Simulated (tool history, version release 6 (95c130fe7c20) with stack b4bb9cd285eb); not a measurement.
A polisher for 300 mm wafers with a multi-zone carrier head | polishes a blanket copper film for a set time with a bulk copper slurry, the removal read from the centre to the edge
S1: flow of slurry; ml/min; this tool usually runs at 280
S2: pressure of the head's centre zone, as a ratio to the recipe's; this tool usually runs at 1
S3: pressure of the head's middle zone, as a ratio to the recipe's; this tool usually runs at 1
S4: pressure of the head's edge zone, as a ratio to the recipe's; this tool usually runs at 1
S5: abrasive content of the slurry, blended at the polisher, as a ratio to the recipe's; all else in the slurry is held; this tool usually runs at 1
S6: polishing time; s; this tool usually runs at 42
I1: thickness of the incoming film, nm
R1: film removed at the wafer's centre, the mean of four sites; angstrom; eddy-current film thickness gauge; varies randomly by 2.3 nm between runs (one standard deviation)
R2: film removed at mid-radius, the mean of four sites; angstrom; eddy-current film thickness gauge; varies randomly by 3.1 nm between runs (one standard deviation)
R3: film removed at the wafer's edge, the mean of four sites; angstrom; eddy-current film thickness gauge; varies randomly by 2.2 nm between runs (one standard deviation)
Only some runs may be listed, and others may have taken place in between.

run 1 day=0 | S1=245 S2=1 S3=1.08 S4=1 S5=1 S6=42 | I1=2594.7 | R1=2176 R2=2292 R3=2151
run 2 day=2.354 | S1=245 S2=1 S3=1.08 S4=1 S5=1 S6=42 | I1=2595.8 | R1=2158 R2=2320 R3=2129
-- day=10.162 worn pad replaced by a new one
run 3 day=11.017 | S1=245 S2=1 S3=1.08 S4=1 S5=1 S6=42 | I1=2639.9 | R1=2257 R2=2292 R3=2202
-- day=11.954 slurry nozzle cleaned
-- day=12.279 centre zone pressure recalibrated
run 4 day=13.775 | S1=280 S2=1 S3=1 S4=1 S5=1 S6=48 | I1=2590 | R1=2507 R2=2502 R3=2502
run 5 day=17.45 | S1=280 S2=1 S3=1 S4=1 S5=1 S6=48 | I1=2619.5 | R1=2404 R2=2474 R3=2430
-- day=20.238 edge zone pressure recalibrated
run 6 day=22.012 | S1=280 S2=1 S3=1 S4=1 S5=1 S6=42 | I1=2575.2 | R1=2109 R2=2170 R3=2154
-- day=24.896 worn pad replaced by a new one
run 7 day=26.075 | S1=280 S2=1 S3=1 S4=1 S5=1 S6=42 | I1=2653.8 | R1=2239 R2=2271 R3=2259
-- day=26.875 slurry nozzle cleaned
run 8 day=28.883 | S1=280 S2=1 S3=1 S4=1.07 S5=0.9 S6=42 | I1=2642.1 | R1=2178 R2=2112 R3=2212
-- day=32.254 centre zone pressure recalibrated
-- day=36.15 carrier head's membrane replaced by a new one
run 9 day=37.267 | S1=280 S2=1 S3=1 S4=1.07 S5=0.9 S6=42 | I1=2650.7 | R1=2115 R2=2109 R3=2140
-- day=38.154 worn pad replaced by a new one
run 10 day=41.333 | S1=280 S2=1 S3=1 S4=1.07 S5=0.9 S6=42 | I1=2643 | R1=2181 R2=2183 R3=2221
-- day=42.433 slurry nozzle cleaned
-- day=44.504 edge zone pressure recalibrated
run 11 day=45.029 | S1=280 S2=1.08 S3=1 S4=1 S5=1 S6=55 | I1=2596.3 | R1=2948 R2=2851 R3=2845
run 12 day=47.4 | S1=280 S2=1.03 S3=1 S4=0.94 S5=1.15 S6=42 | I1=2600.9 | R1=2256 R2=2166 R3=2166
-- day=50.342 centre zone pressure recalibrated
run 13 day=50.646 | S1=220 S2=0.96 S3=1.06 S4=1 S5=1 S6=29 | I1=2667.1 | R1=1370 R2=1487 R3=1423
-- day=51.604 worn pad replaced by a new one
run 14 day=54.533 | S1=280 S2=1 S3=1 S4=1 S5=1 S6=42 | I1=2630.1 | R1=2225 R2=2184 R3=2255
-- day=58.112 slurry nozzle cleaned
run 15 day=58.496 | S1=280 S2=0.93 S3=1 S4=1.08 S5=1 S6=42 | I1=2623.7 | R1=2080 R2=2132 R3=2265
run 16 day=60.512 | S1=280 S2=1 S3=1 S4=1 S5=1 S6=42 | I1=2595.8 | R1=2159 R2=2156 R3=2167
-- day=63.192 worn pad replaced by a new one
run 17 day=64.038 | S1=280 S2=1 S3=1 S4=0.9 S5=1.15 S6=42 | I1=2620.4 | R1=2339 R2=2372 R3=2262
run 18 day=66.338 | S1=280 S2=1.07 S3=1 S4=1.05 S5=0.85 S6=55 | I1=2678.7 | R1=2939 R2=2804 R3=2905

3 ways to go on from here, each from the tool as it stands after run 18. What would each give?
run A day=66.354 | S1=280 S2=1 S3=1 S4=1 S5=1 S6=42 | I1=2626.9 | R1=? R2=? R3=?
run B day=66.354 | S1=190 S2=1 S3=1 S4=1 S5=0.85 S6=42 | I1=2626.9 | R1=? R2=? R3=?
run C day=66.354 | S1=350 S2=1 S3=0.96 S4=1 S5=1 S6=42 | I1=2626.9 | R1=? R2=? R3=?

run=A R1=2209 R2=2176 R3=2213
run=B R1=2014 R2=1998 R3=2061
run=C R1=2263 R2=2150 R3=2252
Without the tool's hidden state the same runs would have given:
run=A R1=2316 R2=2282 R3=2321
run=B R1=2112 R2=2095 R3=2161
run=C R1=2373 R2=2255 R3=2362
